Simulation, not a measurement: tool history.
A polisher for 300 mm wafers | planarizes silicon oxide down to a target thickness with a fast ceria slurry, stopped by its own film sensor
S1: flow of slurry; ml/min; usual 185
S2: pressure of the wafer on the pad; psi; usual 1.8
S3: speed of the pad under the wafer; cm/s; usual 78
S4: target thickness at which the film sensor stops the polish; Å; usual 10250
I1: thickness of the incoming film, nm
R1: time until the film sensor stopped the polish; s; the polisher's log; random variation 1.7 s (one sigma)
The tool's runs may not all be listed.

run 1 day=0 | S1=185 S2=1.8 S3=72 S4=10250 | I1=1718.3 | R1=106.3
run 2 day=1.392 | S1=185 S2=1.8 S3=72 S4=10250 | I1=1751.1 | R1=114.3
run 3 day=2.8 | S1=185 S2=1.8 S3=78 S4=10250 | I1=1699.7 | R1=100.9
run 4 day=3.475 | S1=185 S2=1.8 S3=78 S4=10250 | I1=1755.2 | R1=109.8
-- day=4.796 worn pad replaced by a new one
run 5 day=4.825 | S1=185 S2=1.8 S3=78 S4=10250 | I1=1720.5 | R1=93.2
run 6 day=5.571 | S1=185 S2=1.8 S3=78 S4=10250 | I1=1724.4 | R1=100.9
run 7 day=6.967 | S1=185 S2=1.8 S3=78 S4=10250 | I1=1706.1 | R1=98.4
run 8 day=7.654 | S1=185 S2=1.8 S3=78 S4=10250 | I1=1726.1 | R1=105.5
-- day=8.746 head pressure recalibrated
run 9 day=9.038 | S1=185 S2=1.8 S3=78 S4=10250 | I1=1725.2 | R1=108.1
run 10 day=9.604 | S1=185 S2=1.8 S3=78 S4=11580 | I1=1755.5 | R1=91.3
-- day=10.554 worn pad replaced by a new one
run 11 day=11.033 | S1=185 S2=1.8 S3=78 S4=11580 | I1=1707.4 | R1=73.7
run 12 day=11.558 | S1=185 S2=1.8 S3=78 S4=11580 | I1=1721.7 | R1=79.3
run 13 day=12.271 | S1=185 S2=1.8 S3=78 S4=10250 | I1=1726.1 | R1=98.5
run 14 day=13.696 | S1=185 S2=1.8 S3=78 S4=10250 | I1=1707.4 | R1=101.9
run 15 day=15.088 | S1=185 S2=1.8 S3=86 S4=11470 | I1=1736.5 | R1=82.2
-- day=15.746 worn pad replaced by a new one
run 16 day=16.483 | S1=185 S2=1.8 S3=78 S4=10250 | I1=1700.3 | R1=93.1
run 17 day=17.362 | S1=185 S2=1.8 S3=58 S4=10250 | I1=1730 | R1=128.1
run 18 day=18.292 | S1=185 S2=1.8 S3=78 S4=9040 | I1=1691 | R1=116.2
run 19 day=19.242 | S1=185 S2=1.5 S3=78 S4=10250 | I1=1739.1 | R1=117.6
run 20 day=20.504 | S1=210 S2=1.8 S3=90 S4=10250 | I1=1752.7 | R1=93.9
-- day=20.738 worn pad replaced by a new one
run 21 day=21.308 | S1=185 S2=1.8 S3=78 S4=10250 | I1=1712.4 | R1=93.3
-- day=21.921 slurry nozzle cleaned
run 22 day=22.588 | S1=185 S2=1.8 S3=78 S4=10250 | I1=1751.6 | R1=106.4
run 23 day=23.588 | S1=185 S2=1.8 S3=98 S4=10250 | I1=1711.3 | R1=83.7
run 24 day=24.571 | S1=155 S2=1.8 S3=54 S4=10250 | I1=1729 | R1=150.8
run 25 day=25.662 | S1=120 S2=2.4 S3=78 S4=10250 | I1=1707.1 | R1=88.3
run 26 day=26.929 | S1=185 S2=1.8 S3=102 S4=9290 | I1=1723 | R1=93.5
-- day=27.221 worn pad replaced by a new one
run 27 day=27.779 | S1=210 S2=1.8 S3=78 S4=7850 | I1=1703.7 | R1=122
-- day=28.175 head pressure recalibrated
run 28 day=28.812 | S1=205 S2=1.8 S3=96 S4=12170 | I1=1759.7 | R1=61.4

The same runs without the tool's hidden state, with the same run-to-run variation:
The hidden state here: removal rate lost through wear of the pad, %; slurry flow missing at the pad, %; deviation of the head's pressure from its setpoint, %.
run=1 R1=100.1
run=2 R1=103.6
run=3 R1=89.7
run=4 R1=97.1
run=5 R1=91.3
run=6 R1=94.8
run=7 R1=88.2
run=8 R1=93.2
run=9 R1=93.9
run=10 R1=79
run=11 R1=71.3
run=12 R1=74.8
run=13 R1=90.7
run=14 R1=91.1
run=15 R1=72.4
run=16 R1=89.1
run=17 R1=118.5
run=18 R1=105.1
run=19 R1=104.8
run=20 R1=82.8
run=21 R1=88.9
run=22 R1=96.5
run=23 R1=74.2
run=24 R1=132
run=25 R1=76.7
run=26 R1=80.8
run=27 R1=117.7
run=28 R1=56.8
